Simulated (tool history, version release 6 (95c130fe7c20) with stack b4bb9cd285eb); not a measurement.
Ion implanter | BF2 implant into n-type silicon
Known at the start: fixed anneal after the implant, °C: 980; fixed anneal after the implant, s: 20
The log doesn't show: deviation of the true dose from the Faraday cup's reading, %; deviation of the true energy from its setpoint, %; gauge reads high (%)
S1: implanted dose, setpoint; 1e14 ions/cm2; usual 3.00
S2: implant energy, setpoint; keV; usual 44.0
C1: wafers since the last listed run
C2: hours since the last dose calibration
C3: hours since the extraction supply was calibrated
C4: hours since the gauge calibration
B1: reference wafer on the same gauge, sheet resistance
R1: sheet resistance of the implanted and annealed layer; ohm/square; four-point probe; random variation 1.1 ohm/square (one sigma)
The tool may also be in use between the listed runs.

run	hour	S1	S2	C1	C2	C3	C4	B1	R1
1	0.0	3.00	44.0	0	769.5	5242.9	233.8	343.28	332.50
2	33.9	3.00	44.0	644	803.4	5276.8	267.7	343.79	331.10
3	56.5	3.00	44.0	429	826.0	5299.4	290.3	344.06	332.71
4	91.7	3.00	44.0	669	861.2	5334.6	325.5	344.63	330.96
5	114.4	3.00	44.0	431	883.9	5357.3	348.2	344.62	333.58
6	128.0	3.00	44.0	258	897.5	5370.9	361.8	344.60	332.78
7	150.3	2.68	54.5	424	919.8	5393.2	384.1	345.00	359.59
8	169.2	2.68	54.5	359	938.7	5412.1	403.0	345.28	356.99
9	203.5	2.68	54.5	652	973.0	5446.4	437.3	345.52	358.20
10	225.3	3.00	44.0	414	994.8	5468.2	459.1	346.53	331.92
11	253.4	3.00	44.0	534	1022.9	5496.3	487.2	346.59	335.71
12	278.0	3.00	44.0	467	1047.5	5520.9	511.8	347.16	333.79
13	313.4	3.00	44.0	673	1082.9	5556.3	547.2	347.60	336.40
14	346.0	3.54	52.0	619	1115.5	5588.9	579.8	348.27	284.52
15	370.1	3.00	44.0	458	1139.6	5613.0	603.9	348.77	335.78
16	388.2	3.87	55.0	344	1157.7	5631.1	622.0	349.08	261.94
17	412.1	3.00	38.0	454	1181.6	5655.0	645.9	349.81	341.36
18	432.9	2.12	39.0	395	1202.4	5675.8	666.7	350.01	452.92
# hour 450.3: Faraday cup replaced and dose calibrated
19	451.2	2.44	50.5	195	0.9	5694.1	685.0	350.44	395.71
20	469.9	3.00	44.0	355	19.6	5712.8	703.7	350.96	338.32
# hour 485.7: extraction supply calibrated
# hour 491.5: gauge calibrated
21	500.2	3.00	44.0	424	49.9	14.5	8.7	344.90	334.76
22	528.4	3.00	44.0	536	78.1	42.7	36.9	345.10	333.05
23	563.3	3.54	38.0	663	113.0	77.6	71.8	345.27	291.18
24	598.6	2.36	32.0	671	148.3	112.9	107.1	345.26	415.23
25	633.7	3.29	37.5	667	183.4	148.0	142.2	345.37	310.58
26	651.1	3.54	38.0	330	200.8	165.4	159.6	345.80	290.56
27	671.6	2.70	54.5	389	221.3	185.9	180.1	346.00	355.85

Forecast each of these 4 alternatives for the next run:
A	672.0	2.67	44.0	7	221.7	186.3	180.5	?	?
B	672.0	3.63	55.5	7	221.7	186.3	180.5	?	?
C	672.0	2.19	49.0	7	221.7	186.3	180.5	?	?
D	672.0	3.31	31.5	7	221.7	186.3	180.5	?	?

run	B1	R1
A	346.13	368.21
B	346.13	274.06
C	346.13	427.23
D	346.13	312.33
Without the tool's hidden state the same runs would have given:
run	R1
A	366.29
B	272.63
C	425.00
D	310.71

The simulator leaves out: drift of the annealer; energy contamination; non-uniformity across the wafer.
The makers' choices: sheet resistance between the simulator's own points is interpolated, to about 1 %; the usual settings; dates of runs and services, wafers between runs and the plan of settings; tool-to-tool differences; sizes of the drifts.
